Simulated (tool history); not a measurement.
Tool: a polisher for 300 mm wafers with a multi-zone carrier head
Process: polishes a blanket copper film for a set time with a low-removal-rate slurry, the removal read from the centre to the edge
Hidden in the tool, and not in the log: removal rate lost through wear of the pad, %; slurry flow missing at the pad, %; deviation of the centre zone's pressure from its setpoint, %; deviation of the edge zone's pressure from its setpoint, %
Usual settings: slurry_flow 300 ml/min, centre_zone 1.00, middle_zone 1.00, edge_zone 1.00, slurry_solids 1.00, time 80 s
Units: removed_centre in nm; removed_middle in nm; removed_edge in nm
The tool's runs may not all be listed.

| run | hour | slurry_flow | centre_zone | middle_zone | edge_zone | slurry_solids | time | wafers since the last listed run | wafers polished on this pad | hours since the slurry nozzle was cleaned | hours since the centre zone pressure was calibrated | hours since the edge zone pressure was calibrated | hours since the carrier head's membrane was replaced | incoming thickness of the incoming film, nm | removed_centre | removed_middle | removed_edge |
|---|---|---|---|---|---|---|---|---|---|---|---|---|---|---|---|---|---|
| 1 | 0.0 | 300 | 1.00 | 1.00 | 1.00 | 1.00 | 80 | 0 | 88 | 425.9 | 599.8 | 536.9 | 797.9 | 785.8 | 254.7 | 263.2 | 263.3 |
| 2 | 102.7 | 300 | 1.00 | 1.00 | 1.00 | 1.00 | 80 | 1238 | 1326 | 528.6 | 702.5 | 639.6 | 900.6 | 765.8 | 255.0 | 258.2 | 261.1 |
| 3 | 204.8 | 235 | 1.00 | 1.00 | 1.00 | 1.00 | 80 | 1230 | 2557 | 630.7 | 804.6 | 741.7 | 1002.7 | 779.6 | 249.3 | 252.5 | 255.1 |
| 4 | 263.0 | 300 | 1.05 | 1.00 | 1.00 | 1.00 | 80 | 701 | 3259 | 688.9 | 862.8 | 799.9 | 1060.9 | 776.2 | 268.5 | 254.2 | 261.7 |
|  | 293.2 | worn pad replaced by a new one |
| 5 | 304.1 | 300 | 1.05 | 1.00 | 1.00 | 1.00 | 80 | 447 | 131 | 730.0 | 903.9 | 841.0 | 1102.0 | 764.9 | 263.3 | 252.7 | 260.0 |
|  | 338.5 | slurry nozzle cleaned |
| 6 | 383.1 | 220 | 1.00 | 1.00 | 1.00 | 1.00 | 80 | 940 | 1072 | 44.6 | 982.9 | 920.0 | 1181.0 | 794.9 | 256.7 | 257.8 | 257.5 |
| 7 | 420.7 | 300 | 1.00 | 0.92 | 1.00 | 1.00 | 80 | 453 | 1525 | 82.2 | 1020.5 | 957.6 | 1218.6 | 794.7 | 261.5 | 248.8 | 263.9 |
| 8 | 487.8 | 300 | 1.00 | 0.92 | 1.00 | 1.00 | 80 | 808 | 2334 | 149.3 | 1087.6 | 1024.7 | 1285.7 | 784.0 | 258.8 | 241.6 | 261.9 |
|  | 510.4 | carrier head's membrane replaced by a new one |
| 9 | 535.2 | 300 | 1.00 | 0.92 | 1.00 | 1.00 | 80 | 511 | 2845 | 196.7 | 1135.0 | 1072.1 | 24.8 | 789.8 | 257.7 | 244.8 | 265.3 |
|  | 553.1 | edge zone pressure recalibrated |
| 10 | 611.3 | 300 | 1.00 | 1.00 | 1.00 | 1.00 | 80 | 893 | 3738 | 272.8 | 1211.1 | 58.2 | 100.9 | 791.5 | 258.8 | 259.6 | 258.4 |
|  | 619.3 | worn pad replaced by a new one |
|  | 752.5 | centre zone pressure recalibrated |
| 11 | 908.7 | 255 | 1.00 | 1.00 | 1.00 | 1.00 | 63 | 3513 | 3465 | 570.2 | 156.2 | 355.6 | 398.3 | 788.6 | 197.0 | 197.0 | 201.1 |
|  | 920.9 | worn pad replaced by a new one |
| 12 | 990.2 | 300 | 1.00 | 1.00 | 1.00 | 1.00 | 60 | 934 | 835 | 651.7 | 237.7 | 437.1 | 479.8 | 781.9 | 188.5 | 192.3 | 193.4 |
| 13 | 1066.9 | 300 | 1.00 | 1.00 | 1.00 | 1.00 | 80 | 924 | 1760 | 728.4 | 314.4 | 513.8 | 556.5 | 786.9 | 253.1 | 254.5 | 260.7 |
|  | 1113.5 | slurry nozzle cleaned |
| 14 | 1120.4 | 300 | 1.00 | 1.06 | 1.00 | 1.00 | 87 | 632 | 2393 | 6.9 | 367.9 | 567.3 | 610.0 | 777.8 | 283.3 | 305.5 | 285.9 |
| 15 | 1205.9 | 250 | 1.00 | 1.00 | 1.00 | 1.00 | 54 | 1030 | 3423 | 92.4 | 453.4 | 652.8 | 695.5 | 779.9 | 173.1 | 173.0 | 175.7 |
|  | 1236.3 | worn pad replaced by a new one |
| 16 | 1279.0 | 200 | 1.00 | 1.00 | 1.06 | 1.00 | 80 | 833 | 514 | 165.5 | 526.5 | 725.9 | 768.6 | 778.1 | 251.3 | 251.9 | 268.2 |
| 17 | 1353.0 | 300 | 1.03 | 1.00 | 1.08 | 1.00 | 80 | 892 | 1406 | 239.5 | 600.5 | 799.9 | 842.6 | 793.3 | 266.0 | 259.0 | 268.2 |
| 18 | 1440.4 | 375 | 1.00 | 1.07 | 0.93 | 1.15 | 80 | 1053 | 2460 | 326.9 | 687.9 | 887.3 | 930.0 | 779.3 | 268.9 | 292.8 | 268.4 |
| 19 | 1505.7 | 300 | 1.00 | 1.00 | 1.00 | 1.00 | 80 | 787 | 3247 | 392.2 | 753.2 | 952.6 | 995.3 | 784.4 | 256.0 | 258.6 | 259.3 |
| 20 | 1563.9 | 300 | 1.00 | 0.92 | 1.00 | 1.00 | 80 | 701 | 3948 | 450.4 | 811.4 | 1010.8 | 1053.5 | 785.8 | 255.4 | 239.9 | 262.7 |

Forecast each of these 3 alternatives for the next run:
| A | 1564.3 | 300 | 1.00 | 1.00 | 1.00 | 1.00 | 96 | 4 | 3953 | 450.8 | 811.8 | 1011.2 | 1053.9 | 787.8 | ? | ? | ? |
| B | 1564.3 | 300 | 0.90 | 0.92 | 1.11 | 0.90 | 80 | 4 | 3953 | 450.8 | 811.8 | 1011.2 | 1053.9 | 787.8 | ? | ? | ? |
| C | 1564.3 | 335 | 1.06 | 1.00 | 1.08 | 1.00 | 80 | 4 | 3953 | 450.8 | 811.8 | 1011.2 | 1053.9 | 787.8 | ? | ? | ? |

| run | removed_centre | removed_middle | removed_edge |
|---|---|---|---|
| A | 308.6 | 309.8 | 308.1 |
| B | 224.3 | 233.7 | 260.6 |
| C | 275.2 | 260.2 | 266.8 |
Without the tool's hidden state the same runs would have given:
| run | removed_centre | removed_middle | removed_edge |
|---|---|---|---|
| A | 316.0 | 316.5 | 313.2 |
| B | 229.7 | 238.8 | 264.9 |
| C | 281.4 | 265.4 | 270.8 |
